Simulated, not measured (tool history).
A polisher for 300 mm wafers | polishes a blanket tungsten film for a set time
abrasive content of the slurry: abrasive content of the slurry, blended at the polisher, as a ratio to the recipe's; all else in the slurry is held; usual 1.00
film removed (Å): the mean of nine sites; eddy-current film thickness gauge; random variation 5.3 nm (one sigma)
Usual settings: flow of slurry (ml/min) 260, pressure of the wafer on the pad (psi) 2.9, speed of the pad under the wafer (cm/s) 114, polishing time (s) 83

| run | hour | flow of slurry (ml/min) | pressure of the wafer on the pad (psi) | speed of the pad under the wafer (cm/s) | abrasive content of the slurry | polishing time (s) | wafers since the last listed run | wafers polished on this pad | hours since the slurry nozzle was cleaned | hours since the head pressure was calibrated | hours since the slurry blender was calibrated | hours since the slurry got fresh peroxide | incoming thickness of the incoming film, nm | film removed (Å) |
|---|---|---|---|---|---|---|---|---|---|---|---|---|---|---|
| 1 | 0.0 | 260 | 2.9 | 114 | 1.00 | 83 | 0 | 1071 | 312.7 | 6.8 | 216.7 | 58.2 | 1288.7 | 3721 |
| 2 | 9.7 | 260 | 2.9 | 114 | 1.00 | 83 | 137 | 1208 | 322.4 | 16.5 | 226.4 | 67.9 | 1308.0 | 3651 |
|  | 16.6 | worn pad replaced by a new one |
| 3 | 33.3 | 260 | 2.9 | 114 | 1.00 | 89 | 277 | 235 | 346.0 | 40.1 | 250.0 | 91.5 | 1302.0 | 3888 |
| 4 | 48.2 | 260 | 2.9 | 114 | 1.00 | 83 | 210 | 446 | 360.9 | 55.0 | 264.9 | 106.4 | 1278.4 | 3672 |
| 5 | 58.0 | 260 | 2.9 | 114 | 1.00 | 83 | 138 | 585 | 370.7 | 64.8 | 274.7 | 116.2 | 1324.5 | 3670 |
| 6 | 64.4 | 260 | 2.9 | 114 | 1.00 | 83 | 90 | 675 | 377.1 | 71.2 | 281.1 | 122.6 | 1290.4 | 3651 |
| 7 | 72.9 | 260 | 2.9 | 82 | 1.00 | 83 | 120 | 795 | 385.6 | 79.7 | 289.6 | 131.1 | 1293.7 | 2590 |
| 8 | 91.0 | 320 | 2.9 | 100 | 1.25 | 83 | 256 | 1052 | 403.7 | 97.8 | 307.7 | 149.2 | 1292.3 | 3354 |
|  | 95.5 | slurry tank refilled with fresh slurry and peroxide |
|  | 98.7 | slurry blender recalibrated |
|  | 103.4 | worn pad replaced by a new one |
| 9 | 106.1 | 295 | 2.9 | 76 | 1.00 | 91 | 114 | 37 | 418.8 | 112.9 | 7.4 | 10.6 | 1287.1 | 2697 |
| 10 | 119.9 | 320 | 2.3 | 152 | 1.00 | 83 | 195 | 233 | 432.6 | 126.7 | 21.2 | 24.4 | 1312.2 | 4400 |
| 11 | 131.7 | 260 | 2.4 | 114 | 0.75 | 60 | 166 | 400 | 444.4 | 138.5 | 33.0 | 36.2 | 1288.9 | 2191 |
|  | 145.4 | slurry nozzle cleaned |
| 12 | 147.9 | 260 | 2.9 | 140 | 1.00 | 83 | 215 | 615 | 2.5 | 154.7 | 49.2 | 52.4 | 1300.0 | 4599 |
| 13 | 162.5 | 260 | 3.3 | 96 | 1.00 | 83 | 206 | 821 | 17.1 | 169.3 | 63.8 | 67.0 | 1314.7 | 3368 |
| 14 | 179.9 | 210 | 2.9 | 114 | 1.00 | 83 | 246 | 1067 | 34.5 | 186.7 | 81.2 | 84.4 | 1320.2 | 3639 |
| 15 | 194.7 | 260 | 2.9 | 150 | 1.00 | 83 | 209 | 1277 | 49.3 | 201.5 | 96.0 | 99.2 | 1325.8 | 4954 |
|  | 202.9 | worn pad replaced by a new one |
| 16 | 204.6 | 180 | 2.9 | 130 | 1.00 | 109 | 83 | 24 | 59.2 | 211.4 | 105.9 | 109.1 | 1310.5 | 5325 |
| 17 | 212.4 | 260 | 2.9 | 114 | 1.00 | 83 | 110 | 134 | 67.0 | 219.2 | 113.7 | 116.9 | 1315.5 | 3681 |
| 18 | 221.9 | 260 | 2.9 | 114 | 1.00 | 83 | 134 | 268 | 76.5 | 228.7 | 123.2 | 126.4 | 1291.2 | 3716 |
| 19 | 230.0 | 260 | 3.3 | 114 | 1.00 | 83 | 114 | 383 | 84.6 | 236.8 | 131.3 | 134.5 | 1313.3 | 3969 |
| 20 | 246.5 | 260 | 2.9 | 114 | 1.00 | 83 | 233 | 616 | 101.1 | 253.3 | 147.8 | 151.0 | 1291.3 | 3661 |
| 21 | 254.6 | 235 | 2.9 | 114 | 1.00 | 83 | 114 | 731 | 109.2 | 261.4 | 155.9 | 159.1 | 1312.4 | 3642 |
|  | 270.2 | slurry tank refilled with fresh slurry and peroxide |
| 22 | 270.8 | 200 | 3.4 | 114 | 1.00 | 97 | 215 | 946 | 125.4 | 277.6 | 172.1 | 0.6 | 1312.8 | 4825 |
| 23 | 277.4 | 315 | 2.2 | 114 | 1.10 | 59 | 93 | 1039 | 132.0 | 284.2 | 178.7 | 7.2 | 1306.7 | 2322 |
|  | 294.9 | worn pad replaced by a new one |
| 24 | 297.7 | 260 | 2.9 | 114 | 1.00 | 83 | 230 | 39 | 152.3 | 304.5 | 199.0 | 27.5 | 1298.0 | 3642 |
| 25 | 310.1 | 205 | 2.9 | 114 | 1.00 | 83 | 175 | 214 | 164.7 | 316.9 | 211.4 | 39.9 | 1303.0 | 3656 |
| 26 | 321.3 | 175 | 2.9 | 114 | 1.00 | 92 | 158 | 373 | 175.9 | 328.1 | 222.6 | 51.1 | 1283.6 | 3895 |

Hidden state at the last listed run before each entry between runs and at the first one after, where it differs:
Between runs 2 and 3: worn pad replaced by a new one (hour 16.6)
  no hidden state differs between the two runs
Between runs 8 and 9: slurry tank refilled with fresh slurry and peroxide (hour 95.5); slurry blender recalibrated (hour 98.7); worn pad replaced by a new one (hour 103.4)
  no hidden state differs between the two runs
Between runs 11 and 12: slurry nozzle cleaned (hour 145.4)
  no hidden state differs between the two runs
Between runs 15 and 16: worn pad replaced by a new one (hour 202.9)
  no hidden state differs between the two runs
Between runs 21 and 22: slurry tank refilled with fresh slurry and peroxide (hour 270.2)
  no hidden state differs between the two runs
Between runs 23 and 24: worn pad replaced by a new one (hour 294.9)
  no hidden state differs between the two runs
